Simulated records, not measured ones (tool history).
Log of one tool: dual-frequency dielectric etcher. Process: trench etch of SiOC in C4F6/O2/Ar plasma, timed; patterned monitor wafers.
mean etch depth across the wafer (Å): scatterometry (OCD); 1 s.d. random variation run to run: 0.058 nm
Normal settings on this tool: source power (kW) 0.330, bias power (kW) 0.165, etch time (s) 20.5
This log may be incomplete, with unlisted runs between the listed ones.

run	hour	source power (kW)	bias power (kW)	etch time (s)	read-back reference wafer on the same gauge, depth_nm	mean etch depth across the wafer (Å)
1	0.0	0.330	0.165	18.5	45.99	340.7
2	26.5	0.330	0.165	18.5	46.01	340.5
3	59.1	0.330	0.165	18.5	45.99	339.7
4	82.1	0.330	0.165	20.5	45.98	376.0
5	113.1	0.330	0.165	20.5	46.02	374.6
# hour 114.6: gauge calibrated
6	136.9	0.330	0.165	17.0	46.02	310.5
7	156.0	0.330	0.165	17.0	46.02	310.6
8	170.5	0.330	0.165	17.0	46.00	310.3
9	186.4	0.330	0.165	20.5	46.03	373.3
10	203.9	0.330	0.165	20.5	45.98	373.5
11	228.0	0.380	0.165	20.5	46.04	401.8
12	254.6	0.330	0.165	20.5	46.01	371.6
# hour 300.3: wet clean of the chamber
# hour 317.7: upper electrode replaced
13	318.2	0.330	0.165	20.5	45.99	377.2
14	318.5	0.330	0.165	20.5	46.03	376.8
15	321.5	0.390	0.165	20.5	45.99	413.3
16	347.4	0.390	0.152	15.0	46.03	296.3
17	367.9	0.300	0.191	25.0	45.99	445.5
18	381.7	0.290	0.129	17.0	46.00	277.8
19	395.5	0.410	0.165	15.0	45.96	307.5
20	409.2	0.330	0.165	18.5	46.01	337.7
21	426.8	0.280	0.141	26.5	46.03	429.1
22	442.2	0.330	0.165	20.5	46.00	373.5
23	465.7	0.260	0.165	20.5	45.98	326.1
24	478.0	0.370	0.139	23.5	46.00	441.6
25	510.1	0.380	0.165	20.5	46.02	402.0
# hour 517.1: bias power generator calibrated
# hour 519.3: source power generator calibrated
26	534.3	0.350	0.165	20.5	46.01	397.3
# hour 544.5: gauge calibrated
27	553.1	0.280	0.165	17.5	46.02	300.1
28	567.3	0.370	0.184	23.0	46.01	469.6
29	659.0	0.310	0.202	20.5	45.99	384.8
30	680.0	0.290	0.124	20.5	46.00	340.1

Forecast run 31:
31	694.7	0.410	0.196	15.5	?	?

Run 31 produced read-back reference wafer on the same gauge, depth_nm 45.99, mean etch depth across the wafer (Å) 334.8.
Minus the tool's unlogged condition, the same run would have read mean etch depth across the wafer (Å) 339.4.
